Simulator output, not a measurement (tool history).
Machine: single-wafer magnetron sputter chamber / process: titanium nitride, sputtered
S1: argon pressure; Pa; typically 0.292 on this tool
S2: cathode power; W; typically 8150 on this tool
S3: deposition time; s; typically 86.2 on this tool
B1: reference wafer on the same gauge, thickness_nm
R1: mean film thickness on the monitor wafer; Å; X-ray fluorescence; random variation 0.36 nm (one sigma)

run 1 hour=0 | S1=0.212 S2=8150 S3=86.2 | B1=110.022 | R1=1280.26
run 2 hour=8.3 | S1=0.212 S2=8150 S3=86.2 | B1=109.948 | R1=1282.23
run 3 hour=25.2 | S1=0.212 S2=8150 S3=86.2 | B1=109.953 | R1=1286.24
run 4 hour=41.7 | S1=0.245 S2=9700 S3=86.2 | B1=109.951 | R1=1515.17
-- hour=46.4 gauge calibrated
run 5 hour=49.8 | S1=0.245 S2=9700 S3=86.2 | B1=109.965 | R1=1514.48
run 6 hour=59.9 | S1=0.231 S2=8150 S3=86.2 | B1=110.17 | R1=1276.04
run 7 hour=70.3 | S1=0.231 S2=8150 S3=86.2 | B1=109.996 | R1=1272.79
run 8 hour=82.2 | S1=0.292 S2=8150 S3=93.5 | B1=109.98 | R1=1362.56
run 9 hour=100 | S1=0.292 S2=8150 S3=93.5 | B1=109.914 | R1=1354.05
-- hour=116.8 magnet pack replaced
run 10 hour=128.1 | S1=0.292 S2=8150 S3=93.5 | B1=109.882 | R1=1360.27
run 11 hour=134.3 | S1=0.292 S2=6700 S3=86.2 | B1=110.131 | R1=1036.1
run 12 hour=147.6 | S1=0.292 S2=6700 S3=86.2 | B1=109.986 | R1=1031.74
run 13 hour=158.1 | S1=0.292 S2=6700 S3=86.2 | B1=110.071 | R1=1031.03
-- hour=168.3 sputter target and shields replaced
run 14 hour=170.3 | S1=0.292 S2=8150 S3=86.2 | B1=110.185 | R1=1247.72
-- hour=187.5 capacitance manometer re-zeroed and calibrated
run 15 hour=188 | S1=0.292 S2=8150 S3=86.2 | B1=110.016 | R1=1252.8
run 16 hour=191.2 | S1=0.292 S2=9250 S3=80.9 | B1=109.87 | R1=1330.79
run 17 hour=197.4 | S1=0.209 S2=8150 S3=101.8 | B1=109.854 | R1=1520.45
run 18 hour=212 | S1=0.292 S2=6800 S3=86.2 | B1=109.978 | R1=1050.15
run 19 hour=221.7 | S1=0.238 S2=9900 S3=86.2 | B1=109.864 | R1=1551.75
run 20 hour=232.1 | S1=0.337 S2=8150 S3=100.7 | B1=109.903 | R1=1450.1
run 21 hour=245.4 | S1=0.209 S2=8150 S3=101.8 | B1=109.968 | R1=1518.14
run 22 hour=257.7 | S1=0.292 S2=9550 S3=86.2 | B1=110.048 | R1=1468.84
-- hour=261.1 gauge calibrated
run 23 hour=272.4 | S1=0.202 S2=8950 S3=86.2 | B1=110.026 | R1=1419.08
run 24 hour=283.3 | S1=0.292 S2=7550 S3=86.2 | B1=110.061 | R1=1162.7
run 25 hour=294 | S1=0.226 S2=8150 S3=86.2 | B1=110.077 | R1=1283.79
run 26 hour=311.9 | S1=0.292 S2=9700 S3=78.1 | B1=110.096 | R1=1359.17
run 27 hour=318.5 | S1=0.39 S2=7650 S3=75.9 | B1=109.968 | R1=1009.48
run 28 hour=331 | S1=0.292 S2=9750 S3=94.8 | B1=110.001 | R1=1649.99
run 29 hour=344.9 | S1=0.239 S2=10000 S3=86.2 | B1=109.983 | R1=1565.51
run 30 hour=355.3 | S1=0.292 S2=8150 S3=86.2 | B1=109.872 | R1=1247.34
run 31 hour=366.8 | S1=0.292 S2=8150 S3=86.2 | B1=109.972 | R1=1251.28

What if the next run were any one of these 5? Each begins from the tool's condition after run 31:
run A hour=367.2 | S1=0.292 S2=8150 S3=86.2 | B1=? | R1=?
run B hour=367.2 | S1=0.292 S2=6300 S3=86.2 | B1=? | R1=?
run C hour=367.2 | S1=0.345 S2=6550 S3=86.2 | B1=? | R1=?
run D hour=367.2 | S1=0.228 S2=6450 S3=103 | B1=? | R1=?
run E hour=367.2 | S1=0.292 S2=8150 S3=71.3 | B1=? | R1=?

run=A B1=109.905 R1=1255.51
run=B B1=109.905 R1=970.51
run=C B1=109.905 R1=993.83
run=D B1=109.905 R1=1209.36
run=E B1=109.905 R1=1038.49
Had the tool no hidden state, the same runs would have come out as:
run=A R1=1255.51
run=B R1=970.51
run=C R1=993.83
run=D R1=1209.36
run=E R1=1038.49
